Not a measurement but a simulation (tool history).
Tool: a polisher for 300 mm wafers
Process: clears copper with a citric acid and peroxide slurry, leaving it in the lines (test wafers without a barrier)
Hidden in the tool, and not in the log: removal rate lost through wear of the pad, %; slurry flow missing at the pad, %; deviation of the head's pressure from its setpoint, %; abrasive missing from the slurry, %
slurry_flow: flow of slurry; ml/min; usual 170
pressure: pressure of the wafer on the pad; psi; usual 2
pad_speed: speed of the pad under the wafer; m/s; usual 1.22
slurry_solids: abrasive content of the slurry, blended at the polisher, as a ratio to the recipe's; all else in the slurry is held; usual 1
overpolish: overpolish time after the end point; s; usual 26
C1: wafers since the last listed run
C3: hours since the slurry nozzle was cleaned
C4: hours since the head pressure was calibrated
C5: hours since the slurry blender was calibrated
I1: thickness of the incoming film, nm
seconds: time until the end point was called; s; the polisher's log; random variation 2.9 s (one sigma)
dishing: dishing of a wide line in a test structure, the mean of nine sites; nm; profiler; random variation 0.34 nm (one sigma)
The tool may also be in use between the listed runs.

run 1 hour=0 | slurry_flow=170 pressure=2 pad_speed=1.22 slurry_solids=1 overpolish=26 | C1=0 wafers_polished_on_this_pad=887 C3=408.3 C4=397.5 C5=95.3 | I1=306.8 | seconds=213.5 dishing=22.7
run 2 hour=6.2 | slurry_flow=170 pressure=2 pad_speed=1.22 slurry_solids=0.9 overpolish=39 | C1=34 wafers_polished_on_this_pad=921 C3=414.5 C4=403.7 C5=101.5 | I1=305.5 | seconds=222.7 dishing=30.4
run 3 hour=20.6 | slurry_flow=170 pressure=2 pad_speed=1.22 slurry_solids=0.9 overpolish=39 | C1=79 wafers_polished_on_this_pad=1000 C3=428.9 C4=418.1 C5=115.9 | I1=305.1 | seconds=223.4 dishing=30.8
run 4 hour=29.4 | slurry_flow=170 pressure=2 pad_speed=1.22 slurry_solids=0.9 overpolish=39 | C1=48 wafers_polished_on_this_pad=1048 C3=437.7 C4=426.9 C5=124.7 | I1=303.1 | seconds=219.8 dishing=30.9
run 5 hour=37.4 | slurry_flow=170 pressure=2 pad_speed=1.22 slurry_solids=0.85 overpolish=21 | C1=43 wafers_polished_on_this_pad=1092 C3=445.7 C4=434.9 C5=132.7 | I1=306.7 | seconds=229.5 dishing=18
run 6 hour=47.4 | slurry_flow=170 pressure=2 pad_speed=1.22 slurry_solids=0.85 overpolish=21 | C1=54 wafers_polished_on_this_pad=1147 C3=455.7 C4=444.9 C5=142.7 | I1=303.9 | seconds=223.6 dishing=18.1
run 7 hour=63.8 | slurry_flow=170 pressure=2 pad_speed=1.22 slurry_solids=1 overpolish=26 | C1=89 wafers_polished_on_this_pad=1237 C3=472.1 C4=461.3 C5=159.1 | I1=308.3 | seconds=214.4 dishing=22.9
-- hour=68.1 worn pad replaced by a new one
run 8 hour=80.6 | slurry_flow=170 pressure=2 pad_speed=1.22 slurry_solids=1 overpolish=26 | C1=70 wafers_polished_on_this_pad=68 C3=488.9 C4=478.1 C5=175.9 | I1=308.2 | seconds=219.9 dishing=22.3
run 9 hour=91 | slurry_flow=170 pressure=2 pad_speed=1.22 slurry_solids=0.9 overpolish=32 | C1=57 wafers_polished_on_this_pad=125 C3=499.3 C4=488.5 C5=186.3 | I1=303.2 | seconds=222.8 dishing=26.5
run 10 hour=105 | slurry_flow=170 pressure=2 pad_speed=1.22 slurry_solids=1 overpolish=26 | C1=76 wafers_polished_on_this_pad=202 C3=513.3 C4=502.5 C5=200.3 | I1=307.1 | seconds=219 dishing=22.2
run 11 hour=143.9 | slurry_flow=200 pressure=1.5 pad_speed=1.22 slurry_solids=1 overpolish=26 | C1=213 wafers_polished_on_this_pad=416 C3=552.2 C4=541.4 C5=239.2 | I1=306.5 | seconds=277 dishing=18.5
run 12 hour=151.8 | slurry_flow=170 pressure=2 pad_speed=1.22 slurry_solids=1 overpolish=26 | C1=43 wafers_polished_on_this_pad=459 C3=560.1 C4=549.3 C5=247.1 | I1=308.2 | seconds=227.7 dishing=22.1
run 13 hour=161.6 | slurry_flow=140 pressure=1.6 pad_speed=0.82 slurry_solids=1 overpolish=11 | C1=53 wafers_polished_on_this_pad=513 C3=569.9 C4=559.1 C5=256.9 | I1=301.9 | seconds=425.9 dishing=5.4
run 14 hour=177.5 | slurry_flow=150 pressure=2.6 pad_speed=1.22 slurry_solids=0.8 overpolish=26 | C1=87 wafers_polished_on_this_pad=600 C3=585.8 C4=575 C5=272.8 | I1=305 | seconds=193.5 dishing=25.1
-- hour=179.8 slurry blender recalibrated
run 15 hour=195.3 | slurry_flow=170 pressure=2 pad_speed=1.22 slurry_solids=1 overpolish=26 | C1=86 wafers_polished_on_this_pad=687 C3=603.6 C4=592.8 C5=15.5 | I1=302.3 | seconds=226.1 dishing=22
run 16 hour=207.6 | slurry_flow=145 pressure=2 pad_speed=1.22 slurry_solids=1.1 overpolish=26 | C1=67 wafers_polished_on_this_pad=754 C3=615.9 C4=605.1 C5=27.8 | I1=303.4 | seconds=227.4 dishing=21.3
-- hour=213.8 slurry nozzle cleaned
run 17 hour=224.7 | slurry_flow=170 pressure=2 pad_speed=1.22 slurry_solids=1 overpolish=21 | C1=88 wafers_polished_on_this_pad=843 C3=10.9 C4=622.2 C5=44.9 | I1=301.9 | seconds=202.8 dishing=20.3
run 18 hour=236.5 | slurry_flow=170 pressure=2 pad_speed=1.22 slurry_solids=1 overpolish=26 | C1=64 wafers_polished_on_this_pad=907 C3=22.7 C4=634 C5=56.7 | I1=305.9 | seconds=202.3 dishing=23.8
-- hour=248.3 head pressure recalibrated
-- hour=251 worn pad replaced by a new one
run 19 hour=251.5 | slurry_flow=130 pressure=2 pad_speed=1.22 slurry_solids=1 overpolish=26 | C1=56 wafers_polished_on_this_pad=2 C3=37.7 C4=3.2 C5=71.7 | I1=304.5 | seconds=214.3 dishing=22.5
run 20 hour=255.4 | slurry_flow=205 pressure=2.6 pad_speed=1.22 slurry_solids=1.2 overpolish=13 | C1=21 wafers_polished_on_this_pad=23 C3=41.6 C4=7.1 C5=75.6 | I1=303.4 | seconds=145.5 dishing=17.2
run 21 hour=267.4 | slurry_flow=170 pressure=2 pad_speed=1.22 slurry_solids=1 overpolish=26 | C1=65 wafers_polished_on_this_pad=89 C3=53.6 C4=19.1 C5=87.6 | I1=308.4 | seconds=205 dishing=23.7
run 22 hour=284.4 | slurry_flow=195 pressure=1.7 pad_speed=1.02 slurry_solids=1 overpolish=32 | C1=93 wafers_polished_on_this_pad=183 C3=70.6 C4=36.1 C5=104.6 | I1=308 | seconds=271.4 dishing=22.4
run 23 hour=296.4 | slurry_flow=170 pressure=2 pad_speed=1.22 slurry_solids=1 overpolish=26 | C1=65 wafers_polished_on_this_pad=248 C3=82.6 C4=48.1 C5=116.6 | I1=309.4 | seconds=202.6 dishing=24
run 24 hour=313.5 | slurry_flow=205 pressure=2 pad_speed=1.22 slurry_solids=1 overpolish=26 | C1=93 wafers_polished_on_this_pad=342 C3=99.7 C4=65.2 C5=133.7 | I1=300.5 | seconds=191 dishing=24.4
run 25 hour=326 | slurry_flow=125 pressure=2 pad_speed=1.02 slurry_solids=1 overpolish=26 | C1=68 wafers_polished_on_this_pad=411 C3=112.2 C4=77.7 C5=146.2 | I1=300.7 | seconds=256.3 dishing=19.6
run 26 hour=343.4 | slurry_flow=170 pressure=2.5 pad_speed=1.22 slurry_solids=0.7 overpolish=26 | C1=95 wafers_polished_on_this_pad=506 C3=129.6 C4=95.1 C5=163.6 | I1=303.2 | seconds=186.2 dishing=25.6
run 27 hour=351.8 | slurry_flow=170 pressure=1.5 pad_speed=1.22 slurry_solids=1 overpolish=26 | C1=46 wafers_polished_on_this_pad=552 C3=138 C4=103.5 C5=172 | I1=303.7 | seconds=261.7 dishing=19
run 28 hour=368.8 | slurry_flow=170 pressure=2 pad_speed=1.22 slurry_solids=1 overpolish=26 | C1=93 wafers_polished_on_this_pad=646 C3=155 C4=120.5 C5=189 | I1=305 | seconds=208.5 dishing=23.7
run 29 hour=379.2 | slurry_flow=195 pressure=1.7 pad_speed=0.86 slurry_solids=0.9 overpolish=26 | C1=57 wafers_polished_on_this_pad=703 C3=165.4 C4=130.9 C5=199.4 | I1=303.5 | seconds=338.4 dishing=15.5

4 ways to go on from here, each from the tool as it stands after run 29. What would each give?
run A hour=379.7 | slurry_flow=170 pressure=1.8 pad_speed=1.22 slurry_solids=1 overpolish=26 | C1=2 wafers_polished_on_this_pad=706 C3=165.9 C4=131.4 C5=199.9 | I1=308.4 | seconds=? dishing=?
run B hour=379.7 | slurry_flow=170 pressure=1.7 pad_speed=1.22 slurry_solids=1 overpolish=26 | C1=2 wafers_polished_on_this_pad=706 C3=165.9 C4=131.4 C5=199.9 | I1=308.4 | seconds=? dishing=?
run C hour=379.7 | slurry_flow=170 pressure=2 pad_speed=1.22 slurry_solids=0.9 overpolish=34 | C1=2 wafers_polished_on_this_pad=706 C3=165.9 C4=131.4 C5=199.9 | I1=308.4 | seconds=? dishing=?
run D hour=379.7 | slurry_flow=170 pressure=2.5 pad_speed=0.88 slurry_solids=1.15 overpolish=26 | C1=2 wafers_polished_on_this_pad=706 C3=165.9 C4=131.4 C5=199.9 | I1=308.4 | seconds=? dishing=?

run=A seconds=221.9 dishing=22.5
run=B seconds=232.7 dishing=21.5
run=C seconds=209.2 dishing=29.6
run=D seconds=221.1 dishing=22.8
Without the tool's hidden state the same runs would have given:
run=A seconds=214.7 dishing=23.1
run=B seconds=225.2 dishing=22.1
run=C seconds=202.5 dishing=30.4
run=D seconds=213.9 dishing=23.4
